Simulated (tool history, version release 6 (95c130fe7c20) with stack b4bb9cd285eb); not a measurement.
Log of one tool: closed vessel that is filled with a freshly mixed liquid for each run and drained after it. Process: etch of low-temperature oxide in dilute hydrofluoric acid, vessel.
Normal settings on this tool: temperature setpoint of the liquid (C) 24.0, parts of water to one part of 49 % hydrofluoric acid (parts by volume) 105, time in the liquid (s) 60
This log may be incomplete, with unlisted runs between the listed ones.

| run | hour | temperature setpoint of the liquid (C) | parts of water to one part of 49 % hydrofluoric acid (parts by volume) | time in the liquid (s) | read-back film thickness of the low-temperature oxide reference wafer, read on the same gauge (nm) | thickness taken off the low-temperature oxide on a monitor wafer (nm) |
|---|---|---|---|---|---|---|
| 1 | 0.0 | 24.0 | 105 | 50 | 30.00 | 12.03 |
| 2 | 20.6 | 24.0 | 105 | 50 | 29.99 | 12.00 |
| 3 | 54.0 | 24.0 | 105 | 50 | 30.00 | 11.84 |
| 4 | 75.1 | 24.0 | 105 | 60 | 30.02 | 14.10 |
| 5 | 89.8 | 24.0 | 105 | 60 | 30.01 | 14.31 |
| 6 | 115.7 | 24.0 | 105 | 60 | 30.01 | 14.22 |
| 7 | 151.3 | 24.0 | 85 | 60 | 30.01 | 17.84 |
| 8 | 168.5 | 24.0 | 105 | 60 | 30.01 | 13.98 |
| 9 | 202.2 | 24.0 | 105 | 60 | 29.98 | 14.00 |
| 10 | 217.7 | 24.0 | 105 | 60 | 29.98 | 14.21 |
| 11 | 236.8 | 24.0 | 105 | 60 | 29.99 | 14.10 |
| 12 | 261.2 | 24.0 | 135 | 75 | 29.99 | 12.95 |
|  | 275.6 | gauge calibrated |
| 13 | 293.6 | 24.0 | 135 | 75 | 30.01 | 13.00 |
| 14 | 311.1 | 22.0 | 105 | 70 | 30.00 | 15.16 |
| 15 | 334.1 | 26.5 | 105 | 45 | 30.01 | 11.37 |
|  | 336.9 | hydrofluoric acid flow meter replaced |
| 16 | 359.0 | 24.0 | 135 | 60 | 29.99 | 11.57 |

The next listed run, before its measurement:
| 17 | 379.1 | 25.5 | 145 | 60 | ? | ? |

{"run 17": {"read-back film thickness of the low-temperature oxide reference wafer, read on the same gauge (nm)": 29.99, "thickness taken off the low-temperature oxide on a monitor wafer (nm)": 11.34}}
The same run, on a tool lacking any hidden state, would have yielded thickness taken off the low-temperature oxide on a monitor wafer (nm) 11.64.

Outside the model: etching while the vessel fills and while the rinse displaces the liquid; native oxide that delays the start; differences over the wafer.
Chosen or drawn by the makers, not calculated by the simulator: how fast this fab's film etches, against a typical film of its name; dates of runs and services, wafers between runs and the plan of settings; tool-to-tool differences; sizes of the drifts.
